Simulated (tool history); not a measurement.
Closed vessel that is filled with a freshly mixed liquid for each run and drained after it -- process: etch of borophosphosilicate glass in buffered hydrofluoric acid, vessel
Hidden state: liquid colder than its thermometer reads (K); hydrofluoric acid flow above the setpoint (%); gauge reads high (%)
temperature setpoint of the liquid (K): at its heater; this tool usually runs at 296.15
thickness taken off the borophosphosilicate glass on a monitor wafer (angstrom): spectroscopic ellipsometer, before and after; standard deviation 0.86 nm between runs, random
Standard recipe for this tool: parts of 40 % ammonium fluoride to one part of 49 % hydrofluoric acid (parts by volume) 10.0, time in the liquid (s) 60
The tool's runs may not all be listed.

run,hour,temperature setpoint of the liquid (K),parts of 40 % ammonium fluoride to one part of 49 % hydrofluoric acid (parts by volume),time in the liquid (s),wafers since the last listed run,hours since the thermometer was replaced,hours since the hydrofluoric acid flow meter was replaced,hours since the gauge calibration,"read-back film thickness of the borophosphosilicate glass reference wafer, read on the same gauge (nm)",thickness taken off the borophosphosilicate glass on a monitor wafer (angstrom)
1,0.0,296.15,10.0,60,0,2226.1,1123.5,255.0,150.02,1522.5
2,32.6,296.15,10.0,60,2560,2258.7,1156.1,287.6,150.00,1519.9
3,54.1,296.15,10.0,60,1688,2280.2,1177.6,309.1,150.01,1535.9
4,73.9,296.15,10.0,60,1555,2300.0,1197.4,328.9,150.01,1518.6
5,93.1,296.15,8.0,60,1507,2319.2,1216.6,348.1,150.04,1921.0
6,109.7,299.15,7.5,60,1303,2335.8,1233.2,364.7,149.99,2410.6
7,143.5,296.15,10.0,60,2654,2369.6,1267.0,398.5,150.00,1530.1
8,172.9,296.15,10.0,60,2309,2399.0,1296.4,427.9,150.01,1533.0
9,205.1,296.15,10.0,40,2528,2431.2,1328.6,460.1,149.99,1027.8
# hour 210.7: thermometer replaced
10,226.0,296.15,10.0,40,1562,15.3,1349.5,481.0,150.03,1018.1
11,254.8,296.15,10.0,40,2261,44.1,1378.3,509.8,150.01,1014.0
12,284.2,296.15,10.0,45,2309,73.5,1407.7,539.2,149.99,1145.9
13,311.0,291.65,10.0,90,2104,100.3,1434.5,566.0,150.01,1787.0
# hour 320.6: hydrofluoric acid flow meter replaced
14,325.7,300.15,14.0,75,1075,115.0,5.1,580.7,150.01,1638.4
15,358.1,299.15,12.0,45,2544,147.4,37.5,613.1,150.00,1087.9
16,386.0,296.15,10.0,60,2191,175.3,65.4,641.0,149.98,1458.8
17,414.3,301.15,9.0,45,2222,203.6,93.7,669.3,150.00,1538.2
18,445.4,296.15,6.0,60,2442,234.7,124.8,700.4,150.00,2368.1
# hour 450.0: gauge calibrated
19,473.7,298.15,11.5,35,2222,263.0,153.1,23.7,150.01,841.6
20,488.8,300.15,12.0,90,1185,278.1,168.2,38.8,149.99,2319.7
21,511.7,293.65,7.5,40,1798,301.0,191.1,61.7,150.00,1128.2
22,535.0,299.65,10.0,60,1829,324.3,214.4,85.0,149.99,1762.4
23,553.5,291.65,10.0,90,1452,342.8,232.9,103.5,150.00,1701.2
24,640.6,294.65,10.0,45,6840,429.9,320.0,190.6,150.00,1019.4
25,660.6,293.65,7.5,40,1570,449.9,340.0,210.6,150.00,1139.8
26,683.1,296.15,10.0,85,1767,472.4,362.5,233.1,149.99,2067.1
27,711.2,293.15,10.0,60,2206,500.5,390.6,261.2,149.99,1238.1
28,725.4,296.15,10.0,90,1115,514.7,404.8,275.4,150.00,2207.4
29,748.1,299.15,10.0,60,1782,537.4,427.5,298.1,150.01,1727.1
30,806.7,296.15,10.0,60,4602,596.0,486.1,356.7,149.99,1474.2
31,829.6,296.15,10.0,85,1798,618.9,509.0,379.6,150.00,2104.5

For each run, the measured value with the value that run would have given without the tool's hidden condition subtracted. The run-to-run variation is shared by both, the gauge scatter possibly not:
run,thickness taken off the borophosphosilicate glass on a monitor wafer (angstrom)
1,+63.8
2,+65.1
3,+66.7
4,+66.9
5,+144.3
6,+181.2
7,+70.3
8,+71.8
9,+49.0
10,+49.1
11,+49.7
12,+57.1
13,+90.6
14,+11.4
15,+9.3
16,+9.4
17,+19.0
18,+26.5
19,+11.7
20,+33.8
21,+19.7
22,+19.2
23,+19.6
24,+14.4
25,+28.6
26,+31.8
27,+20.1
28,+36.8
29,+29.9
30,+28.1
31,+41.7
